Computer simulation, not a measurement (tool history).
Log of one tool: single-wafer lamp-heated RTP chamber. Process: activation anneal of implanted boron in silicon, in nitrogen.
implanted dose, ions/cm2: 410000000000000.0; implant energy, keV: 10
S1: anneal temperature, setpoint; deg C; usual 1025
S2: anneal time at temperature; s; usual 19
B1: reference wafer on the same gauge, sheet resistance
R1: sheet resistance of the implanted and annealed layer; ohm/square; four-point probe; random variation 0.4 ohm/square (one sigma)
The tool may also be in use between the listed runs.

run      day    S1  S2      B1      R1
  1        0  1025  19  281.52  265.04
  2    3.171  1025  19  281.37  264.63
  3    6.417  1025  19  280.94  264.98
  4   10.504  1025  26  280.79  263.57
  5   14.571  1025  26  280.66  263.46
  6    17.25  1042  19  280.54  263.08
  7    19.25  1025  19  280.56  263.69
      21.192  -- pyrometer window cleaned and pyrometer calibrated
      23.312  -- reflector plate cleaned
  8   28.279  1025  19  280.04  263.98
  9   31.029  1025  19  280.08  263.76
 10   35.346  1025  19  279.95  263.55
 11   39.338  1025  19  279.69  264.32
      40.696  -- pyrometer window cleaned and pyrometer calibrated
 12   41.479  1025  19  279.77  263.61
      46.158  -- reflector plate cleaned
 13   52.333  1025  12  279.57  263.65
 14   56.654  1025  19  279.58  263.28
      60.721  -- pyrometer window cleaned and pyrometer calibrated
 15   60.742  1025  19  279.43  262.66
      61.696  -- gauge calibrated
 16   62.421  1025  19  283.42  266.35
 17   64.342  1008  19  283.13  268.08
 18   68.638  1037  24  282.58  264.98
      68.988  -- reflector plate cleaned
 19   71.254  1012  14  282.24  267.68
 20   73.175  1010  15  281.95  267.22
 21   76.996  1025  19  281.52  265.45
 22     78.9  1013  22  281.29  265.18
      80.138  -- pyrometer window cleaned and pyrometer calibrated
 23   81.908  1025  19  281.12  264.07
 24   86.258  1044   9  280.57  265.04
 25   90.142  1047  24  280.44  261.88
      92.288  -- reflector plate cleaned
 26   92.308  1036  15  280.44  264.01
 27   94.504  1025  16  280.15  264.17
 28   97.229  1048  13  280.16  263.75
 29  100.104  1011  19  279.88  263.96
     101.204  -- pyrometer window cleaned and pyrometer calibrated
 30    104.6  1025  19  279.74  263.21

5 ways to go on from here, each from the tool as it stands after run 30. What would each give?
  A  104.617  1025  19   ?   ?
  B  104.617  1054  28   ?   ?
  C  104.617  1025  30   ?   ?
  D  104.617  1052  22   ?   ?
  E  104.617  1002  27   ?   ?

run      B1      R1
  A  279.62  263.48
  B  279.62  260.77
  C  279.62  262.21
  D  279.62  261.91
  E  279.62     265
Without the tool's hidden state the same runs would have given:
run      R1
  A  267.52
  B  264.78
  C  266.24
  D  265.94
  E  269.07
